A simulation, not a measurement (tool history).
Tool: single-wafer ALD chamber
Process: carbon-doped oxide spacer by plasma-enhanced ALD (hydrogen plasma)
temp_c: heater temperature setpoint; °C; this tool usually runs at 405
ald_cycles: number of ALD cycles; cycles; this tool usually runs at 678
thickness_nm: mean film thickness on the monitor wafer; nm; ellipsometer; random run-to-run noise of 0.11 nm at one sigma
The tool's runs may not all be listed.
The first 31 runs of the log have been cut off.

run	day	temp_c	ald_cycles	wafers since the last listed run	hours since the last thermocouple change	hours since the gauge calibration	read-back reference wafer on the same gauge, thickness_nm	thickness_nm
32	106.933	405	678	43	1260.6	1488.5	34.752	30.145
33	111.05	395	783	59	1359.4	1587.3	34.837	36.083
# day 113.75: thermocouple changed; heater temperature recalibrated
34	113.771	405	678	34	0.5	1652.6	34.818	30.897
35	115.112	405	678	19	32.7	1684.8	34.791	30.643
36	117.908	405	722	40	99.8	1751.9	34.842	32.716
37	121.25	411	549	48	180	1832.1	34.811	24.542
38	124.908	391	638	53	267.8	1919.9	34.842	29.646
39	128.667	394	595	54	358	2010.1	34.831	27.452
40	130.6	411	640	28	404.4	2056.5	34.72	28.443

Estimate the outcome of run 41 from the log above:
41	135.054	405	678	64	511.3	2163.4	?	?

{"run 41": {"read-back reference wafer on the same gauge, thickness_nm": 34.792, "thickness_nm": 30.504}}
Minus the tool's unlogged condition, the same run would have read thickness_nm 30.912 nm.

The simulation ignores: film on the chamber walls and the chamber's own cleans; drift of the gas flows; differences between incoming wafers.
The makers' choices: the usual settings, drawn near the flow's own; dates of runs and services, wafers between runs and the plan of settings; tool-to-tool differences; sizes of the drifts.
